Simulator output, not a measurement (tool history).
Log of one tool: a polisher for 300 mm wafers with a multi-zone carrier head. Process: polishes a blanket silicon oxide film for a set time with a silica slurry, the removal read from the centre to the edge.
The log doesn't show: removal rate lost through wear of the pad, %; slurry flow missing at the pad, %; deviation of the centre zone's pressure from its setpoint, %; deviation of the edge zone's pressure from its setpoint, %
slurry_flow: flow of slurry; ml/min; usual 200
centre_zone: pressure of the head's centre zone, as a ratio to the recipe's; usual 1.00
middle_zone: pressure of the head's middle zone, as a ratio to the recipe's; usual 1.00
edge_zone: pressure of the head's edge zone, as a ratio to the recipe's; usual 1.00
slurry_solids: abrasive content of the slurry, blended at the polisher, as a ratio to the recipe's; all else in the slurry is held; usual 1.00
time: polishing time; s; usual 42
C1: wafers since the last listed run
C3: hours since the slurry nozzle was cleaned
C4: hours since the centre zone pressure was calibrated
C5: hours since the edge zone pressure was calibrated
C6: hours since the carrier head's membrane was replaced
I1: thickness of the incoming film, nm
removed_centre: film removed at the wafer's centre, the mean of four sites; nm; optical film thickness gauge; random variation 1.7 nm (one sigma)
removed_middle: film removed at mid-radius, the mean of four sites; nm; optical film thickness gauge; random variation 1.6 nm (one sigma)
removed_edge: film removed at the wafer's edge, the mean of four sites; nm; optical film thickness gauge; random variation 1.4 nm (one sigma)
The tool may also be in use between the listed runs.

run 1 hour=0.0 | slurry_flow=200 centre_zone=1.00 middle_zone=1.00 edge_zone=1.00 slurry_solids=1.00 time=42 | C1=0 wafers_polished_on_this_pad=2841 C3=398.4 C4=138.1 C5=498.6 C6=81.2 | I1=1207.5 | removed_centre=116.7 removed_middle=123.4 removed_edge=118.2
-- hour=49.2 worn pad replaced by a new one
run 2 hour=85.2 | slurry_flow=200 centre_zone=1.00 middle_zone=1.00 edge_zone=0.91 slurry_solids=1.00 time=42 | C1=689 wafers_polished_on_this_pad=305 C3=483.6 C4=223.3 C5=583.8 C6=166.4 | I1=1218.0 | removed_centre=114.1 removed_middle=119.1 removed_edge=110.8
run 3 hour=162.7 | slurry_flow=200 centre_zone=1.00 middle_zone=1.00 edge_zone=0.91 slurry_solids=1.00 time=42 | C1=658 wafers_polished_on_this_pad=963 C3=561.1 C4=300.8 C5=661.3 C6=243.9 | I1=1219.9 | removed_centre=116.4 removed_middle=119.0 removed_edge=110.7
run 4 hour=249.3 | slurry_flow=240 centre_zone=1.00 middle_zone=1.00 edge_zone=1.00 slurry_solids=1.00 time=42 | C1=735 wafers_polished_on_this_pad=1699 C3=647.7 C4=387.4 C5=747.9 C6=330.5 | I1=1222.0 | removed_centre=118.7 removed_middle=123.6 removed_edge=113.5
run 5 hour=341.8 | slurry_flow=200 centre_zone=1.00 middle_zone=1.00 edge_zone=1.00 slurry_solids=1.00 time=42 | C1=785 wafers_polished_on_this_pad=2484 C3=740.2 C4=479.9 C5=840.4 C6=423.0 | I1=1201.4 | removed_centre=115.0 removed_middle=120.3 removed_edge=114.3
-- hour=369.0 slurry nozzle cleaned
run 6 hour=427.6 | slurry_flow=200 centre_zone=1.00 middle_zone=1.00 edge_zone=1.00 slurry_solids=1.00 time=42 | C1=720 wafers_polished_on_this_pad=3204 C3=58.6 C4=565.7 C5=926.2 C6=508.8 | I1=1221.4 | removed_centre=119.7 removed_middle=123.4 removed_edge=112.8
run 7 hour=479.1 | slurry_flow=200 centre_zone=1.00 middle_zone=1.00 edge_zone=1.00 slurry_solids=1.00 time=42 | C1=437 wafers_polished_on_this_pad=3642 C3=110.1 C4=617.2 C5=977.7 C6=560.3 | I1=1228.7 | removed_centre=114.4 removed_middle=121.9 removed_edge=117.2
-- hour=486.2 worn pad replaced by a new one
run 8 hour=622.8 | slurry_flow=200 centre_zone=1.00 middle_zone=1.00 edge_zone=1.00 slurry_solids=1.00 time=42 | C1=1186 wafers_polished_on_this_pad=1160 C3=253.8 C4=760.9 C5=1121.4 C6=704.0 | I1=1203.8 | removed_centre=112.9 removed_middle=120.9 removed_edge=113.0
-- hour=648.5 edge zone pressure recalibrated
-- hour=697.6 centre zone pressure recalibrated
run 9 hour=698.2 | slurry_flow=200 centre_zone=1.00 middle_zone=1.00 edge_zone=1.00 slurry_solids=1.00 time=42 | C1=606 wafers_polished_on_this_pad=1766 C3=329.2 C4=0.6 C5=49.7 C6=779.4 | I1=1232.7 | removed_centre=119.1 removed_middle=122.2 removed_edge=113.7
run 10 hour=751.6 | slurry_flow=235 centre_zone=1.12 middle_zone=1.00 edge_zone=1.00 slurry_solids=1.10 time=52 | C1=453 wafers_polished_on_this_pad=2220 C3=382.6 C4=54.0 C5=103.1 C6=832.8 | I1=1209.0 | removed_centre=171.1 removed_middle=164.2 removed_edge=150.2
run 11 hour=829.6 | slurry_flow=200 centre_zone=1.00 middle_zone=1.00 edge_zone=1.00 slurry_solids=1.00 time=42 | C1=662 wafers_polished_on_this_pad=2882 C3=460.6 C4=132.0 C5=181.1 C6=910.8 | I1=1212.5 | removed_centre=114.8 removed_middle=116.6 removed_edge=115.8
-- hour=878.2 worn pad replaced by a new one
run 12 hour=898.9 | slurry_flow=200 centre_zone=1.00 middle_zone=1.00 edge_zone=0.88 slurry_solids=1.00 time=47 | C1=554 wafers_polished_on_this_pad=175 C3=529.9 C4=201.3 C5=250.4 C6=980.1 | I1=1218.4 | removed_centre=130.4 removed_middle=137.4 removed_edge=119.4
run 13 hour=959.0 | slurry_flow=240 centre_zone=1.00 middle_zone=1.00 edge_zone=1.00 slurry_solids=1.00 time=42 | C1=510 wafers_polished_on_this_pad=686 C3=590.0 C4=261.4 C5=310.5 C6=1040.2 | I1=1229.1 | removed_centre=116.1 removed_middle=121.4 removed_edge=116.0
-- hour=1012.1 slurry nozzle cleaned
run 14 hour=1049.8 | slurry_flow=225 centre_zone=1.00 middle_zone=1.00 edge_zone=1.00 slurry_solids=1.00 time=34 | C1=762 wafers_polished_on_this_pad=1448 C3=37.7 C4=352.2 C5=401.3 C6=1131.0 | I1=1213.3 | removed_centre=96.4 removed_middle=100.5 removed_edge=93.3
run 15 hour=1092.7 | slurry_flow=235 centre_zone=1.00 middle_zone=1.11 edge_zone=1.00 slurry_solids=1.00 time=42 | C1=364 wafers_polished_on_this_pad=1813 C3=80.6 C4=395.1 C5=444.2 C6=1173.9 | I1=1213.7 | removed_centre=120.4 removed_middle=135.7 removed_edge=118.8
run 16 hour=1188.6 | slurry_flow=200 centre_zone=0.91 middle_zone=1.08 edge_zone=1.00 slurry_solids=1.00 time=42 | C1=814 wafers_polished_on_this_pad=2627 C3=176.5 C4=491.0 C5=540.1 C6=1269.8 | I1=1221.0 | removed_centre=108.2 removed_middle=127.0 removed_edge=113.5
-- hour=1211.2 carrier head's membrane replaced by a new one
run 17 hour=1292.8 | slurry_flow=200 centre_zone=1.00 middle_zone=1.00 edge_zone=0.92 slurry_solids=1.00 time=42 | C1=842 wafers_polished_on_this_pad=3469 C3=280.7 C4=595.2 C5=644.3 C6=81.6 | I1=1223.7 | removed_centre=116.6 removed_middle=119.1 removed_edge=112.9
-- hour=1326.4 worn pad replaced by a new one
run 18 hour=1343.7 | slurry_flow=200 centre_zone=1.05 middle_zone=1.00 edge_zone=1.00 slurry_solids=0.75 time=42 | C1=398 wafers_polished_on_this_pad=146 C3=331.6 C4=646.1 C5=695.2 C6=132.5 | I1=1225.3 | removed_centre=99.7 removed_middle=96.0 removed_edge=93.4
run 19 hour=1448.1 | slurry_flow=200 centre_zone=1.00 middle_zone=1.00 edge_zone=1.00 slurry_solids=1.00 time=42 | C1=886 wafers_polished_on_this_pad=1033 C3=436.0 C4=750.5 C5=799.6 C6=236.9 | I1=1211.5 | removed_centre=116.2 removed_middle=118.6 removed_edge=116.2
run 20 hour=1629.7 | slurry_flow=200 centre_zone=1.00 middle_zone=1.00 edge_zone=1.00 slurry_solids=1.00 time=42 | C1=1542 wafers_polished_on_this_pad=2575 C3=617.6 C4=932.1 C5=981.2 C6=418.5 | I1=1237.2 | removed_centre=115.8 removed_middle=119.0 removed_edge=113.9
-- hour=1720.3 centre zone pressure recalibrated
run 21 hour=1723.7 | slurry_flow=200 centre_zone=1.00 middle_zone=1.09 edge_zone=1.00 slurry_solids=1.00 time=42 | C1=781 wafers_polished_on_this_pad=3356 C3=711.6 C4=3.4 C5=1075.2 C6=512.5 | I1=1238.8 | removed_centre=119.8 removed_middle=126.5 removed_edge=114.9
-- hour=1743.0 worn pad replaced by a new one
run 22 hour=1762.0 | slurry_flow=200 centre_zone=1.00 middle_zone=1.00 edge_zone=1.00 slurry_solids=0.90 time=42 | C1=291 wafers_polished_on_this_pad=160 C3=749.9 C4=41.7 C5=1113.5 C6=550.8 | I1=1234.9 | removed_centre=109.4 removed_middle=111.7 removed_edge=106.7

Forecast each of these 3 alternatives for the next run:
run A hour=1762.4 | slurry_flow=200 centre_zone=1.00 middle_zone=1.00 edge_zone=1.00 slurry_solids=1.00 time=31 | C1=3 wafers_polished_on_this_pad=164 C3=750.3 C4=42.1 C5=1113.9 C6=551.2 | I1=1212.0 | removed_centre=? removed_middle=? removed_edge=?
run B hour=1762.4 | slurry_flow=200 centre_zone=1.09 middle_zone=1.04 edge_zone=1.00 slurry_solids=1.30 time=53 | C1=3 wafers_polished_on_this_pad=164 C3=750.3 C4=42.1 C5=1113.9 C6=551.2 | I1=1212.0 | removed_centre=? removed_middle=? removed_edge=?
run C hour=1762.4 | slurry_flow=170 centre_zone=1.00 middle_zone=0.95 edge_zone=1.00 slurry_solids=1.10 time=42 | C1=3 wafers_polished_on_this_pad=164 C3=750.3 C4=42.1 C5=1113.9 C6=551.2 | I1=1212.0 | removed_centre=? removed_middle=? removed_edge=?

run=A removed_centre=89.1 removed_middle=91.2 removed_edge=84.5
run=B removed_centre=189.1 removed_middle=186.2 removed_edge=166.9
run=C removed_centre=124.9 removed_middle=122.7 removed_edge=119.5
Without the tool's hidden state the same runs would have given:
run=A removed_centre=89.1 removed_middle=91.2 removed_edge=84.5
run=B removed_centre=189.1 removed_middle=186.2 removed_edge=166.9
run=C removed_centre=124.9 removed_middle=122.7 removed_edge=119.5

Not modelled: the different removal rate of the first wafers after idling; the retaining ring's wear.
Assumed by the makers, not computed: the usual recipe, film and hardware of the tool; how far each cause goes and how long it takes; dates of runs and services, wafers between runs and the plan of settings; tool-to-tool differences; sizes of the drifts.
